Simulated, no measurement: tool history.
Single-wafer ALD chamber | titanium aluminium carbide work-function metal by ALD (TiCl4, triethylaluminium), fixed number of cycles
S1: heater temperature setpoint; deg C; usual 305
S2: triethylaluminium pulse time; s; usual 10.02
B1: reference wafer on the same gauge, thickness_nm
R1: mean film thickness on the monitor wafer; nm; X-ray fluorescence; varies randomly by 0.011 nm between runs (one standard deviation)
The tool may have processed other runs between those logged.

run 1 hour=0 | S1=305 S2=6.98 | B1=2.189 | R1=2.046
run 2 hour=54.9 | S1=305 S2=6.98 | B1=2.188 | R1=2.049
run 3 hour=87.9 | S1=305 S2=6.98 | B1=2.188 | R1=2.054
run 4 hour=151.3 | S1=305 S2=10.02 | B1=2.188 | R1=2.184
run 5 hour=192.7 | S1=305 S2=10.02 | B1=2.194 | R1=2.171
run 6 hour=240.7 | S1=305 S2=10.02 | B1=2.191 | R1=2.192
run 7 hour=292.3 | S1=305 S2=10.02 | B1=2.192 | R1=2.174
run 8 hour=321.1 | S1=305 S2=11.16 | B1=2.191 | R1=2.178
run 9 hour=366.1 | S1=305 S2=11.16 | B1=2.192 | R1=2.199
run 10 hour=418.1 | S1=305 S2=10.02 | B1=2.193 | R1=2.155
-- hour=418.3 gauge calibrated
-- hour=463.2 thermocouple changed; heater temperature recalibrated
-- hour=470 showerhead replaced
run 11 hour=470.5 | S1=305 S2=10.02 | B1=2.192 | R1=2.125
run 12 hour=514.6 | S1=305 S2=7.61 | B1=2.19 | R1=2.025
-- hour=564.7 triethylaluminium bottle replaced
run 13 hour=574.3 | S1=293 S2=7.05 | B1=2.193 | R1=1.88
-- hour=621.4 thermocouple changed; heater temperature recalibrated, repeated, since the last time left the tool worse
run 14 hour=739.9 | S1=313 S2=7.79 | B1=2.189 | R1=2.197
run 15 hour=784.6 | S1=305 S2=10.02 | B1=2.188 | R1=2.225
run 16 hour=855.7 | S1=305 S2=10.02 | B1=2.185 | R1=2.211

Expected results for the next run?
run 17 hour=902.5 | S1=296 S2=13.21 | B1=? | R1=?

For run 17 the tool returned B1 2.19, R1 2.14 nm.
Without the tool's hidden state the same run would have given R1 2.139 nm.
